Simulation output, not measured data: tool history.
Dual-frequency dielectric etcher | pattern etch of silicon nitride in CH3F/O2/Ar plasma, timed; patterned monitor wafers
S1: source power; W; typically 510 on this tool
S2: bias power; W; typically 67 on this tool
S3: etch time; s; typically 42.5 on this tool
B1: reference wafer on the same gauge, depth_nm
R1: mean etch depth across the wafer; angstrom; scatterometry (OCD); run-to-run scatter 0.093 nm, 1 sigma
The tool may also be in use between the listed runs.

{"run": 1, "hour": 0.0, "S1": 510, "S2": 67, "S3": 42.5, "B1": 33.18, "R1": 313.1}
{"run": 2, "hour": 57.2, "S1": 510, "S2": 67, "S3": 42.5, "B1": 33.19, "R1": 314.0}
{"run": 3, "hour": 166.0, "S1": 510, "S2": 67, "S3": 42.5, "B1": 33.2, "R1": 310.0}
{"run": 4, "hour": 243.6, "S1": 510, "S2": 79, "S3": 42.5, "B1": 33.2, "R1": 327.5}
{"run": 5, "hour": 332.5, "S1": 510, "S2": 67, "S3": 50.5, "B1": 33.22, "R1": 370.9}
{"run": 6, "hour": 404.9, "S1": 510, "S2": 67, "S3": 50.5, "B1": 33.17, "R1": 372.9}
{"run": 7, "hour": 492.6, "S1": 510, "S2": 67, "S3": 42.5, "B1": 33.2, "R1": 315.2}
{"run": 8, "hour": 588.0, "S1": 570, "S2": 76, "S3": 49.5, "B1": 33.22, "R1": 388.5}
{"run": 9, "hour": 695.8, "S1": 610, "S2": 52, "S3": 48.5, "B1": 33.24, "R1": 352.2}
{"run": 10, "hour": 757.9, "S1": 470, "S2": 58, "S3": 32.5, "B1": 33.21, "R1": 221.2}
{"run": 11, "hour": 820.7, "S1": 460, "S2": 72, "S3": 32.5, "B1": 33.2, "R1": 236.4}
{"run": 12, "hour": 921.0, "S1": 510, "S2": 67, "S3": 42.5, "B1": 33.2, "R1": 313.4}
{"run": 13, "hour": 1011.7, "S1": 470, "S2": 55, "S3": 36.0, "B1": 33.19, "R1": 239.1}
{"run": 14, "hour": 1077.4, "S1": 420, "S2": 74, "S3": 53.0, "B1": 33.21, "R1": 373.6}

Not shown here: 7 entries made in the log between runs. Locate each between two listed runs and compare the hidden state at the listed run before it with the hidden state at the listed run after it:
Between runs 2 and 3: wet clean of the chamber (hour 165.5)
  etch rate over this chamber's usual, %: 2.13 -> 0.159
  measured minus no-state result, R1: +6.5 -> +0.5 angstrom
Between runs 7 and 8: upper electrode replaced (hour 549.8); wet clean of the chamber (hour 574.7)
  etch rate over this chamber's usual, %: 2.01 -> -0.236
  measured minus no-state result, R1: +6.3 -> -1.0 angstrom
Between runs 8 and 9: gauge calibrated (hour 649.9)
  etch rate over this chamber's usual, %: -0.236 -> 0.375
  measured minus no-state result, R1: -1.0 -> +1.3 angstrom
Between runs 9 and 10: source power generator calibrated (hour 742.7)
  etch rate over this chamber's usual, %: 0.375 -> 0.727
  measured minus no-state result, R1: +1.3 -> +1.6 angstrom
Between runs 10 and 11: bias power generator calibrated (hour 813.6)
  etch rate over this chamber's usual, %: 0.727 -> 1.08
  measured minus no-state result, R1: +1.6 -> +2.5 angstrom
Between runs 12 and 13: wet clean of the chamber (hour 1011.2)
  etch rate over this chamber's usual, %: 1.65 -> 0.0717
  measured minus no-state result, R1: +5.1 -> +0.2 angstrom

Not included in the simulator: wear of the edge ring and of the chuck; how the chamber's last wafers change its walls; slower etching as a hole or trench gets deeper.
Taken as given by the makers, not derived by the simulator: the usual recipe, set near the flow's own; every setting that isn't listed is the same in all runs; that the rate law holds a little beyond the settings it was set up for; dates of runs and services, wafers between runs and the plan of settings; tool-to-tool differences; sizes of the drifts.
